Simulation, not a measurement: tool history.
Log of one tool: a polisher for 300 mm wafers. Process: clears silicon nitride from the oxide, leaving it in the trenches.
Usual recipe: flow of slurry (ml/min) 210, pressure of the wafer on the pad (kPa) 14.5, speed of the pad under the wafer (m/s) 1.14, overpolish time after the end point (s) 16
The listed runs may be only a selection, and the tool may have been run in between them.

run   hour  flow of slurry (ml/min)  pressure of the wafer on the pad (kPa)  speed of the pad under the wafer (m/s)  overpolish time after the end point (s)  wafers since the last listed run  wafers polished on this pad  hours since the slurry nozzle was cleaned  hours since the head pressure was calibrated  incoming thickness of the incoming film, nm  time until the end point was called (s)
  1      0                      210                                    14.5                                    1.14                                        9                                 0                         1197                                      293.1                                         708.8                                         94.4                                    149.1
        13  -- worn pad replaced by a new one
  2   20.5                      210                                    14.5                                    1.14                                        9                                90                           41                                      313.6                                         729.3                                         95.4                                      132
  3   51.9                      210                                    14.5                                    1.14                                        9                               171                          212                                        345                                         760.7                                         94.8                                    133.2
  4   73.6                      240                                    14.5                                    1.14                                       16                               118                          331                                      366.7                                         782.4                                         94.9                                    134.7
      80.9  -- head pressure recalibrated
  5  108.4                      210                                    15.9                                    1.14                                       16                               179                          510                                      401.5                                          27.5                                         96.9                                    133.5
  6  130.1                      210                                    14.5                                    1.14                                       16                               118                          629                                      423.2                                          49.2                                         93.7                                    143.9
  7  151.8                      210                                    14.5                                    1.14                                       16                               118                          747                                      444.9                                          70.9                                         96.3                                    146.7
  8  180.6                      210                                    14.5                                    0.94                                       16                               157                          905                                      473.7                                          99.7                                         94.2                                      172
  9  216.4                      210                                    14.5                                    0.94                                       16                               195                         1100                                      509.5                                         135.5                                         93.3                                    171.1
 10  231.4                      210                                    14.5                                    1.14                                       16                                81                         1182                                      524.5                                         150.5                                         95.1                                    145.4
 11  251.9                      210                                    14.5                                    1.14                                       16                               112                         1294                                        545                                           171                                         94.6                                    142.7
     277.4  -- worn pad replaced by a new one
 12  277.9                      210                                    14.5                                    1.14                                       16                               120                            2                                        571                                           197                                           93                                    123.9
 13  292.6                      210                                    14.5                                    1.14                                       16                                80                           82                                      585.7                                         211.7                                         95.4                                    130.2
 14  314.8                      210                                    14.5                                     0.8                                       16                               121                          204                                      607.9                                         233.9                                         96.1                                      194
 15  349.4                      270                                     9.7                                     0.9                                       26                               189                          393                                      642.5                                         268.5                                           96                                      259
 16  379.1                      210                                    14.5                                    1.14                                       16                               162                          555                                      672.2                                         298.2                                         95.7                                    141.9
 17  406.5                      210                                    14.5                                    1.14                                       13                               149                          705                                      699.6                                         325.6                                         94.8                                    141.7
     414.7  -- slurry nozzle cleaned
 18  437.5                      210                                    14.5                                    1.14                                       16                               163                          869                                       22.8                                         356.6                                         94.8                                    144.6
 19  456.5                      210                                      11                                    1.46                                        6                               103                          973                                       41.8                                         375.6                                         94.4                                    141.5
 20  482.1                      210                                    14.5                                    1.14                                       16                               139                         1113                                       67.4                                         401.2                                         94.2                                    142.3
     569.1  -- worn pad replaced by a new one
 21  574.5                      210                                    17.9                                    1.14                                       11                               483                           29                                      159.8                                         493.6                                           95                                    103.8
 22  591.5                      235                                    12.4                                    0.96                                       25                                92                          122                                      176.8                                         510.6                                         95.5                                    177.6
 23  614.6                      210                                    14.5                                    1.14                                       16                               126                          248                                      199.9                                         533.7                                         95.8                                    135.4
 24    641                      210                                    14.5                                    1.14                                       16                               144                          392                                      226.3                                         560.1                                         97.1                                    137.8
 25  665.3                      210                                    14.5                                    0.94                                       16                               132                          525                                      250.6                                         584.4                                         95.1                                    167.8
 26  694.8                      210                                    14.5                                    1.14                                       16                               161                          686                                      280.1                                         613.9                                         94.7                                    141.3
 27  730.4                      280                                    14.5                                    1.14                                       12                               194                          881                                      315.7                                         649.5                                         94.4                                    139.1
 28  742.5                      210                                    17.2                                    1.14                                       16                                66                          947                                      327.8                                         661.6                                         95.2                                      121
 29  765.9                      260                                    12.4                                    1.36                                       16                               127                         1075                                      351.2                                           685                                         94.1                                    134.5
 30  785.8                      185                                    19.3                                    1.14                                       20                               108                         1184                                      371.1                                         704.9                                         94.1                                    107.5
     791.7  -- worn pad replaced by a new one
 31  806.6                      280                                    14.5                                       1                                       16                                91                           81                                      391.9                                         725.7                                         94.3                                    140.2
 32  839.9                      210                                    14.5                                     0.9                                       16                               181                          263                                      425.2                                           759                                         94.5                                    172.4
 33  873.6                      210                                    14.5                                    1.14                                       16                               184                          447                                      458.9                                         792.7                                         93.9                                    139.3
 34  888.1                      180                                    14.5                                    1.14                                       21                                79                          526                                      473.4                                         807.2                                         93.5                                    140.9
 35  916.8                      210                                    14.5                                     1.4                                       16                               156                          683                                      502.1                                         835.9                                         95.6                                    116.7
 36  932.8                      175                                    17.2                                    0.74                                       20                                87                          771                                      518.1                                         851.9                                         93.9                                    186.6
 37  959.1                      210                                    14.5                                    1.14                                       16                               143                          914                                      544.4                                         878.2                                         95.5                                    141.1
     967.6  -- head pressure recalibrated
 38  985.3                      210                                    14.5                                    0.84                                       20                               132                         1047                                      570.6                                          17.7                                         95.2                                    194.6

Branching from run 38: 3 alternative next runs. What would each branch give?
  A  985.8                      210                                      11                                    1.14                                       16                                 2                         1049                                      571.1                                          18.2                                         94.6                                        ?
  B  985.8                      145                                    14.5                                    1.14                                       16                                 2                         1049                                      571.1                                          18.2                                         94.6                                        ?
  C  985.8                      210                                    19.3                                    1.14                                       10                                 2                         1049                                      571.1                                          18.2                                         94.6                                        ?

run  time until the end point was called (s)
  A                                      190
  B                                    152.1
  C                                    108.6
With no hidden state in the tool, these same runs would have given:
run  time until the end point was called (s)
  A                                    167.7
  B                                    134.2
  C                                     95.8
